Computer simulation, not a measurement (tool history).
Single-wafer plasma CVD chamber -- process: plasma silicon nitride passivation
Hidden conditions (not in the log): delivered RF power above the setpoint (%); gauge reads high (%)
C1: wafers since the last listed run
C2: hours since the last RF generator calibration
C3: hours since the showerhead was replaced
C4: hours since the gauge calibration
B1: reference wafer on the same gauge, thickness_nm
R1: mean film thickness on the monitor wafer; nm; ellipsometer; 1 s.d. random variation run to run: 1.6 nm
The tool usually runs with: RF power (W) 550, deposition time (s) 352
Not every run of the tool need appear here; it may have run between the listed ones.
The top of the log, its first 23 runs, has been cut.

Run 24, hour 598.4: usual settings but RF power (W) 465, deposition time (s) 309; C1 53; C2 208.9; C3 6014.8; C4 411.6; B1 514.125. Result: R1 420.864 nm.
Run 25, hour 624.3: usual settings but RF power (W) 490; C1 82; C2 234.8; C3 6040.7; C4 437.5; B1 514.313. Result: R1 491.247 nm.
Run 26, hour 674.1: usual settings; C1 158; C2 284.6; C3 6090.5; C4 487.3; B1 513.847. Result: R1 512.530 nm.
Run 27, hour 700.9: usual settings but deposition time (s) 388; C1 85; C2 311.4; C3 6117.3; C4 514.1; B1 513.396. Result: R1 567.835 nm.
Run 28, hour 735.2: usual settings; C1 108; C2 345.7; C3 6151.6; C4 548.4; B1 513.985. Result: R1 515.876 nm.
Run 29, hour 756.8: usual settings; C1 68; C2 367.3; C3 6173.2; C4 570.0; B1 513.840. Result: R1 515.198 nm.
Run 30, hour 775.3: usual settings but RF power (W) 480, deposition time (s) 286; C1 58; C2 385.8; C3 6191.7; C4 588.5; B1 513.795. Result: R1 396.804 nm.
At hour 794.6: gauge calibrated.
Run 31, hour 809.5: usual settings but RF power (W) 465, deposition time (s) 309; C1 108; C2 420.0; C3 6225.9; C4 14.9; B1 514.009. Result: R1 421.454 nm.
At hour 838.9: showerhead replaced.
Run 32, hour 839.4: usual settings but RF power (W) 645, deposition time (s) 319; C1 69; C2 449.9; C3 0.5; C4 44.8; B1 513.546. Result: R1 493.675 nm.
Run 33, hour 859.1: usual settings; C1 62; C2 469.6; C3 20.2; C4 64.5; B1 513.308. Result: R1 515.436 nm.
Run 34, hour 891.3: usual settings; C1 102; C2 501.8; C3 52.4; C4 96.7; B1 513.971. Result: R1 511.878 nm.
Run 35, hour 908.6: usual settings; C1 54; C2 519.1; C3 69.7; C4 114.0; B1 513.923. Result: R1 510.274 nm.
Run 36, hour 922.4: usual settings but deposition time (s) 307; C1 43; C2 532.9; C3 83.5; C4 127.8; B1 514.052. Result: R1 449.057 nm.
Run 37, hour 941.4: usual settings; C1 60; C2 551.9; C3 102.5; C4 146.8; B1 513.966. Result: R1 513.520 nm.
Run 38, hour 960.6: usual settings but RF power (W) 445, deposition time (s) 299; C1 60; C2 571.1; C3 121.7; C4 166.0; B1 513.810. Result: R1 403.668 nm.
Run 39, hour 978.4: usual settings but RF power (W) 450, deposition time (s) 405; C1 56; C2 588.9; C3 139.5; C4 183.8; B1 513.951. Result: R1 545.438 nm.
Run 40, hour 994.0: usual settings but RF power (W) 660, deposition time (s) 371; C1 49; C2 604.5; C3 155.1; C4 199.4; B1 513.906. Result: R1 576.576 nm.
Run 41, hour 1010.4: usual settings but RF power (W) 590, deposition time (s) 316; C1 52; C2 620.9; C3 171.5; C4 215.8; B1 513.806. Result: R1 473.796 nm.
Run 42, hour 1043.5: usual settings but RF power (W) 620, deposition time (s) 307; C1 105; C2 654.0; C3 204.6; C4 248.9; B1 513.646. Result: R1 469.062 nm.
Run 43, hour 1070.6: usual settings; C1 86; C2 681.1; C3 231.7; C4 276.0; B1 513.758. Result: R1 514.471 nm.

Alternative continuations, all from the tool just after run 43; predict every row:
Run A, hour 1071.1: usual settings; C1 1; C2 681.6; C3 232.2; C4 276.5; B1 ?. Result: R1 ?.
Run B, hour 1071.1: usual settings but RF power (W) 635, deposition time (s) 408; C1 1; C2 681.6; C3 232.2; C4 276.5; B1 ?. Result: R1 ?.
Run C, hour 1071.1: usual settings but deposition time (s) 294; C1 1; C2 681.6; C3 232.2; C4 276.5; B1 ?. Result: R1 ?.
Run D, hour 1071.1: usual settings but RF power (W) 625, deposition time (s) 418; C1 1; C2 681.6; C3 232.2; C4 276.5; B1 ?. Result: R1 ?.
Run E, hour 1071.1: usual settings but RF power (W) 650; C1 1; C2 681.6; C3 232.2; C4 276.5; B1 ?. Result: R1 ?.

run       B1       R1
  A  513.926  513.325
  B  513.926  626.577
  C  513.926  428.743
  D  513.926  638.322
  E  513.926  545.065
What these runs would have given with no unlogged condition in the tool:
run       R1
  A  518.244
  B  632.581
  C  432.852
  D  644.439
  E  550.288
